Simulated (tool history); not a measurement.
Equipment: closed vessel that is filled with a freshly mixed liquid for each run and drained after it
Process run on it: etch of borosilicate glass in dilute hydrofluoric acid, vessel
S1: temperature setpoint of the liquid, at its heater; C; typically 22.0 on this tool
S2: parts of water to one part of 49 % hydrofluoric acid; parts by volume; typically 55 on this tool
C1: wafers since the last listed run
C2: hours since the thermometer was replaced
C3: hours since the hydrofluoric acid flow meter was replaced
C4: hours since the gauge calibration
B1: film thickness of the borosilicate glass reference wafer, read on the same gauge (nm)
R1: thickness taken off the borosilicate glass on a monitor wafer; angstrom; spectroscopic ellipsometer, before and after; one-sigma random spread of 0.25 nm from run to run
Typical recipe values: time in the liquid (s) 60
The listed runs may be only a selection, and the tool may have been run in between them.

Run 1, hour 0.0: usual settings; C1 0; C2 891.8; C3 57.8; C4 577.2; B1 149.98. Result: R1 374.4 angstrom.
Run 2, hour 92.4: usual settings; C1 8358; C2 984.2; C3 150.2; C4 669.6; B1 149.97. Result: R1 373.9 angstrom.
Run 3, hour 135.5: usual settings; C1 3898; C2 1027.3; C3 193.3; C4 712.7; B1 150.01. Result: R1 371.9 angstrom.
Run 4, hour 232.9: usual settings; C1 8810; C2 1124.7; C3 290.7; C4 810.1; B1 149.99. Result: R1 376.6 angstrom.
At hour 276.3: thermometer replaced.
Run 5, hour 291.6: usual settings; C1 5219; C2 15.3; C3 349.4; C4 868.8; B1 149.99. Result: R1 368.9 angstrom.
Run 6, hour 332.9: usual settings; C1 3735; C2 56.6; C3 390.7; C4 910.1; B1 149.99. Result: R1 368.5 angstrom.
Run 7, hour 375.7: usual settings; C1 3871; C2 99.4; C3 433.5; C4 952.9; B1 150.00. Result: R1 364.9 angstrom.
Run 8, hour 431.0: usual settings; C1 5002; C2 154.7; C3 488.8; C4 1008.2; B1 149.98. Result: R1 364.6 angstrom.
Run 9, hour 480.0: usual settings but S2 45 parts by volume, time in the liquid (s) 85; C1 4432; C2 203.7; C3 537.8; C4 1057.2; B1 150.02. Result: R1 644.6 angstrom.
Run 10, hour 569.4: usual settings but S2 45 parts by volume, time in the liquid (s) 85; C1 8086; C2 293.1; C3 627.2; C4 1146.6; B1 149.99. Result: R1 647.1 angstrom.
Run 11, hour 877.1: usual settings but S2 45 parts by volume, time in the liquid (s) 85; C1 27833; C2 600.8; C3 934.9; C4 1454.3; B1 150.01. Result: R1 638.5 angstrom.
At hour 893.3: gauge calibrated.
Run 12, hour 952.5: usual settings; C1 6820; C2 676.2; C3 1010.3; C4 59.2; B1 150.00. Result: R1 359.7 angstrom.
Run 13, hour 1009.4: usual settings; C1 5146; C2 733.1; C3 1067.2; C4 116.1; B1 150.01. Result: R1 362.4 angstrom.
Run 14, hour 1106.3: usual settings; C1 8765; C2 830.0; C3 1164.1; C4 213.0; B1 150.03. Result: R1 358.6 angstrom.
Run 15, hour 1164.8: usual settings; C1 5291; C2 888.5; C3 1222.6; C4 271.5; B1 149.99. Result: R1 359.5 angstrom.
Run 16, hour 1206.1: usual settings; C1 3735; C2 929.8; C3 1263.9; C4 312.8; B1 149.99. Result: R1 357.6 angstrom.
Run 17, hour 1279.7: usual settings; C1 6657; C2 1003.4; C3 1337.5; C4 386.4; B1 150.01. Result: R1 351.6 angstrom.
Run 18, hour 1380.1: usual settings but S1 24.0 C; C1 9081; C2 1103.8; C3 1437.9; C4 486.8; B1 149.99. Result: R1 383.2 angstrom.

Forecast run 19:
Run 19, hour 1469.0: usual settings but S1 26.5 C; C1 8041; C2 1192.7; C3 1526.8; C4 575.7; B1 ?. Result: R1 ?.

Run 19 produced B1 149.99, R1 425.4 angstrom.
On a tool with no hidden condition, and with the same random variation, this run would have come out at R1 451.3 angstrom.
